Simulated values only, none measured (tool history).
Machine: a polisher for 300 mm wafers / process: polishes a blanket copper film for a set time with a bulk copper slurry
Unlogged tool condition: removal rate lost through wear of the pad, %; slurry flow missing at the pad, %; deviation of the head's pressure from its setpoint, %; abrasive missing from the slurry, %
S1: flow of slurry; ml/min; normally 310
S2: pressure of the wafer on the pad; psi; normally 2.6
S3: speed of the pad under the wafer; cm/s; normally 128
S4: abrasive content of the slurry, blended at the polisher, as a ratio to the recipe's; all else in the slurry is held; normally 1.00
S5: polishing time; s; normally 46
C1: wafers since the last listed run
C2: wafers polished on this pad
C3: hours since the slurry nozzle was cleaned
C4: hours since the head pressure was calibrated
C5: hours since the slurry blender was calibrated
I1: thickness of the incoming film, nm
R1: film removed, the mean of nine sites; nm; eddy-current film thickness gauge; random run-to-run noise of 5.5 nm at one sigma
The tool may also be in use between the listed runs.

run,hour,S1,S2,S3,S4,S5,C1,C2,C3,C4,C5,I1,R1
1,0.0,310,2.6,128,1.00,46,0,668,170.9,36.3,57.9,4345.2,484.8
2,32.2,310,2.6,128,1.00,46,394,1063,203.1,68.5,90.1,4248.2,480.9
3,131.0,310,2.6,128,1.00,46,1211,2274,301.9,167.3,188.9,4251.3,490.5
# hour 148.3: worn pad replaced by a new one
4,159.5,310,2.6,128,1.00,46,300,136,330.4,195.8,217.4,4327.0,503.1
# hour 167.4: slurry nozzle cleaned
5,184.6,310,2.6,128,1.00,46,295,432,17.2,220.9,242.5,4300.8,505.8
6,217.8,310,2.6,128,1.00,46,406,839,50.4,254.1,275.7,4230.2,508.2
7,247.3,310,2.6,128,1.00,46,361,1200,79.9,283.6,305.2,4322.2,516.1
# hour 258.8: slurry blender recalibrated
8,264.6,310,2.6,128,1.00,46,187,1388,97.2,300.9,5.8,4204.8,524.1
9,287.3,310,2.6,128,1.00,46,278,1666,119.9,323.6,28.5,4298.3,517.7
# hour 294.9: head pressure recalibrated
10,305.9,310,2.6,128,1.00,46,203,1870,138.5,11.0,47.1,4205.9,493.9
# hour 332.6: worn pad replaced by a new one
11,333.1,395,2.6,112,1.00,46,284,6,165.7,38.2,74.3,4323.5,427.8
12,352.9,310,2.6,128,0.90,46,242,248,185.5,58.0,94.1,4286.6,479.0
13,371.5,310,2.6,128,1.00,46,228,476,204.1,76.6,112.7,4320.6,495.2
14,394.1,310,2.6,128,1.00,46,277,753,226.7,99.2,135.3,4296.3,494.6
15,408.6,310,2.6,128,1.00,46,177,931,241.2,113.7,149.8,4252.9,496.9
16,430.5,285,2.6,128,1.00,46,268,1200,263.1,135.6,171.7,4239.0,502.4
17,448.0,310,2.6,128,1.00,46,214,1414,280.6,153.1,189.2,4243.9,504.3
18,460.7,310,2.6,96,0.75,60,155,1570,293.3,165.8,201.9,4214.1,440.2
19,484.5,215,2.6,128,0.75,46,291,1861,317.1,189.6,225.7,4247.2,449.2
# hour 496.7: slurry blender recalibrated
20,515.3,310,1.8,128,1.00,46,353,2215,347.9,220.4,18.6,4241.9,440.5
# hour 535.4: worn pad replaced by a new one
21,535.9,385,3.3,98,0.70,46,203,6,368.5,241.0,39.2,4213.5,383.9
22,548.9,310,2.6,128,1.00,53,159,165,381.5,254.0,52.2,4345.0,593.5
# hour 557.9: head pressure recalibrated
# hour 572.0: slurry nozzle cleaned
23,581.7,310,2.6,128,0.80,46,365,531,9.7,23.8,85.0,4244.4,451.2
24,602.9,410,2.6,128,1.00,35,259,790,30.9,45.0,106.2,4232.8,379.7
25,619.0,310,2.6,128,1.00,46,197,988,47.0,61.1,122.3,4224.7,492.6
26,637.0,230,2.6,128,1.00,46,220,1208,65.0,79.1,140.3,4286.7,490.2
27,653.6,220,1.9,128,1.10,53,203,1412,81.6,95.7,156.9,4224.8,505.5
28,688.9,310,2.6,128,1.20,46,432,1845,116.9,131.0,192.2,4299.3,541.3
29,709.2,240,2.6,128,1.00,46,248,2093,137.2,151.3,212.5,4233.8,486.3
# hour 733.3: worn pad replaced by a new one
30,733.6,310,2.9,128,1.00,46,250,3,161.6,175.7,236.9,4298.1,528.8
# hour 746.2: slurry blender recalibrated
31,765.3,310,2.6,128,1.00,38,364,367,193.3,207.4,19.1,4252.8,418.8

Had the tool no unlogged condition, and each run kept its random variation, what would the results have been?
run,R1
1,487.6
2,482.7
3,485.6
4,495.1
5,494.7
6,492.5
7,495.6
8,500.4
9,490.4
10,494.3
11,427.8
12,478.5
13,493.9
14,492.1
15,493.5
16,497.4
17,497.8
18,433.5
19,440.1
20,428.5
21,371.4
22,572.0
23,450.1
24,378.5
25,490.5
26,487.4
27,501.7
28,534.8
29,478.7
30,518.2
31,407.5
